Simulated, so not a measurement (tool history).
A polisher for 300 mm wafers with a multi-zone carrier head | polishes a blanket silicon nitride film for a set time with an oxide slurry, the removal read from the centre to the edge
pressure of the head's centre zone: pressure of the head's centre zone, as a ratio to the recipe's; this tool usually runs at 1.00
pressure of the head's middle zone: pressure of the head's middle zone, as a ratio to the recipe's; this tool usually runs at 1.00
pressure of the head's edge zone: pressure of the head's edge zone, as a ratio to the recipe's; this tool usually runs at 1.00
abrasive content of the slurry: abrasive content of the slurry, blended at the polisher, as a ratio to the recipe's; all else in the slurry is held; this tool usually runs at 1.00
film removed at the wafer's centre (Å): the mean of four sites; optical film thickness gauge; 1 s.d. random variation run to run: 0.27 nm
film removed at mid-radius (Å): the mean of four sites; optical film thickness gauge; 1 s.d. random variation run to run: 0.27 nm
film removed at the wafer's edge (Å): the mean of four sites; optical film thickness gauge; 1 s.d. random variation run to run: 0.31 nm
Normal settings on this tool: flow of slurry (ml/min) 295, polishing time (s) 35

run	hour	flow of slurry (ml/min)	pressure of the head's centre zone	pressure of the head's middle zone	pressure of the head's edge zone	abrasive content of the slurry	polishing time (s)	wafers since the last listed run	wafers polished on this pad	hours since the slurry nozzle was cleaned	hours since the centre zone pressure was calibrated	hours since the edge zone pressure was calibrated	hours since the carrier head's membrane was replaced	incoming thickness of the incoming film, nm	film removed at the wafer's centre (Å)	film removed at mid-radius (Å)	film removed at the wafer's edge (Å)
1	0.0	295	1.00	1.00	1.00	1.00	35	0	850	686.2	745.5	649.9	985.0	627.2	253	252	262
2	8.2	295	1.00	1.00	1.00	1.00	35	108	959	694.4	753.7	658.1	993.2	627.6	257	256	257
3	18.7	295	1.00	1.00	1.00	1.00	35	138	1097	704.9	764.2	668.6	1003.7	635.3	248	254	253
# hour 31.7: worn pad replaced by a new one
4	32.2	235	1.00	1.00	1.00	1.00	35	125	6	718.4	777.7	682.1	1017.2	641.2	256	260	262
5	40.7	235	1.00	1.00	1.00	1.00	35	112	118	726.9	786.2	690.6	1025.7	629.7	256	258	259
6	48.3	235	1.00	1.00	1.00	1.00	35	100	219	734.5	793.8	698.2	1033.3	627.7	252	259	259
# hour 59.0: carrier head's membrane replaced by a new one
7	59.5	295	1.00	1.00	1.00	1.00	35	81	301	745.7	805.0	709.4	0.5	627.8	265	265	267
# hour 63.9: slurry nozzle cleaned
# hour 68.0: edge zone pressure recalibrated
# hour 71.9: centre zone pressure recalibrated
8	72.4	295	0.96	1.00	1.00	1.00	35	104	405	8.5	0.5	4.4	13.4	629.1	251	259	265
9	78.4	295	1.00	1.06	0.94	1.00	35	79	484	14.5	6.5	10.4	19.4	629.6	259	274	261
10	86.7	295	1.00	1.00	1.00	1.00	35	109	594	22.8	14.8	18.7	27.7	632.0	260	260	265
11	99.6	295	1.00	1.00	1.00	1.00	35	170	764	35.7	27.7	31.6	40.6	633.4	254	257	258
# hour 121.5: worn pad replaced by a new one
12	146.4	295	0.95	1.00	1.00	1.00	35	564	328	82.5	74.5	78.4	87.4	619.8	252	268	265
13	162.2	295	1.00	1.00	1.00	1.15	44	208	536	98.3	90.3	94.2	103.2	624.2	340	349	355
14	168.5	295	0.95	1.07	1.00	1.00	35	83	619	104.6	96.6	100.5	109.5	630.6	252	276	266
15	184.6	295	1.00	1.00	1.07	1.00	31	212	832	120.7	112.7	116.6	125.6	627.0	231	229	235

Give the tool's hidden conditions for every run:
slurry flow missing at the pad, %: 0 on each run
deviation of the centre zone's pressure from its setpoint, %: 0 on each run
deviation of the edge zone's pressure from its setpoint, %: 0 on each run
H1: removal rate lost through wear of the pad, %
run	H1
1	3.82
2	4.59
3	5.71
4	0.435
5	0.491
6	0.624
7	0.964
8	1.57
9	1.93
10	2.51
11	3.59
12	0.497
13	1.2
14	1.58
15	2.79

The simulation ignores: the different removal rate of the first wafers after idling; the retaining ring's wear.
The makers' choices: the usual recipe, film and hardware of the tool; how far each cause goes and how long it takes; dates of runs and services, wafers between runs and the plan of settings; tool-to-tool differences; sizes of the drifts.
